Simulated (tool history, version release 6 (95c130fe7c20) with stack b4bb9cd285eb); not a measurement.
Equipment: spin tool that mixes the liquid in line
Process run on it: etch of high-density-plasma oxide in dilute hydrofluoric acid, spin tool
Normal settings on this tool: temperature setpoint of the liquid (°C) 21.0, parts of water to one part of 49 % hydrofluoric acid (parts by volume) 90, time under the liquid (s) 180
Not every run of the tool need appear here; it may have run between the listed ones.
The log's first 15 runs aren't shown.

run      day  temperature setpoint of the liquid (°C)  parts of water to one part of 49 % hydrofluoric acid (parts by volume)  time under the liquid (s)  wafers since the last listed run  hours since the thermometer was replaced  hours since the hydrofluoric acid flow meter was replaced  hours since the gauge calibration  read-back film thickness of the high-density-plasma oxide reference wafer, read on the same gauge (nm)  thickness taken off the high-density-plasma oxide on a monitor wafer (nm)
 16   54.388                                     26.0                                                                      90                        180                               394                                     434.5                                                     2302.4                             2722.5                                                                                                   29.99                                                                      24.43
 17   57.096                                     18.5                                                                      90                        180                               638                                     499.5                                                     2367.4                             2787.5                                                                                                   30.00                                                                      18.12
 18   60.538                                     25.5                                                                      55                         90                               811                                     582.1                                                     2450.0                             2870.1                                                                                                   30.00                                                                      20.68
      64.050  -- hydrofluoric acid flow meter replaced
 19   64.454                                     18.0                                                                      90                        250                               913                                     676.1                                                        9.7                             2964.1                                                                                                   30.00                                                                      25.08
 20   67.371                                     21.0                                                                      90                        180                               687                                     746.1                                                       79.7                             3034.1                                                                                                   30.00                                                                      20.06
      68.679  -- gauge calibrated
 21   71.012                                     24.0                                                                      90                        180                               858                                     833.5                                                      167.1                               56.0                                                                                                   30.02                                                                      22.38
 22   74.583                                     17.0                                                                     115                        250                               841                                     919.2                                                      252.8                              141.7                                                                                                   30.00                                                                      17.57
 23   76.267                                     21.0                                                                      90                        180                               396                                     959.6                                                      293.2                              182.1                                                                                                   30.01                                                                      19.97
 24   78.662                                     19.0                                                                     110                        220                               564                                    1017.1                                                      350.7                              239.6                                                                                                   30.01                                                                      17.95
 25   82.842                                     21.0                                                                      50                        180                               985                                    1117.4                                                      451.0                              339.9                                                                                                   29.99                                                                      37.27
 26   84.600                                     21.0                                                                      90                        105                               414                                    1159.6                                                      493.2                              382.1                                                                                                   29.99                                                                      11.70
 27   86.529                                     21.0                                                                      90                        180                               454                                    1205.9                                                      539.5                              428.4                                                                                                   30.00                                                                      19.92
 28   89.883                                     19.0                                                                      90                        180                               790                                    1286.4                                                      620.0                              508.9                                                                                                   29.99                                                                      17.92
 29   93.508                                     19.0                                                                      75                         85                               854                                    1373.4                                                      707.0                              595.9                                                                                                   30.00                                                                      10.47
 30   97.100                                     21.0                                                                     120                        145                               846                                    1459.6                                                      793.2                              682.1                                                                                                   30.00                                                                      11.39
 31  100.208                                     18.0                                                                      90                        145                               732                                    1534.2                                                      867.8                              756.7                                                                                                   29.99                                                                      13.88
 32  103.100                                     21.0                                                                      90                        180                               681                                    1603.6                                                      937.2                              826.1                                                                                                   30.00                                                                      19.30

Branching from run 32: 4 alternative next runs. What would each branch give?
  A  103.121                                     21.0                                                                     105                        180                                 4                                    1604.1                                                      937.7                              826.6                                                                                                       ?                                                                          ?
  B  103.121                                     23.0                                                                     100                        100                                 4                                    1604.1                                                      937.7                              826.6                                                                                                       ?                                                                          ?
  C  103.121                                     21.0                                                                      90                        255                                 4                                    1604.1                                                      937.7                              826.6                                                                                                       ?                                                                          ?
  D  103.121                                     21.0                                                                      80                        180                                 4                                    1604.1                                                      937.7                              826.6                                                                                                       ?                                                                          ?

run  read-back film thickness of the high-density-plasma oxide reference wafer, read on the same gauge (nm)  thickness taken off the high-density-plasma oxide on a monitor wafer (nm)
  A                                                                                                   30.00                                                                      16.50
  B                                                                                                   30.00                                                                      10.50
  C                                                                                                   30.00                                                                      27.73
  D                                                                                                   30.00                                                                      22.27
Had the tool no hidden state, the same runs would have come out as:
run  thickness taken off the high-density-plasma oxide on a monitor wafer (nm)
  A                                                                      17.27
  B                                                                      10.98
  C                                                                      29.04
  D                                                                      23.33
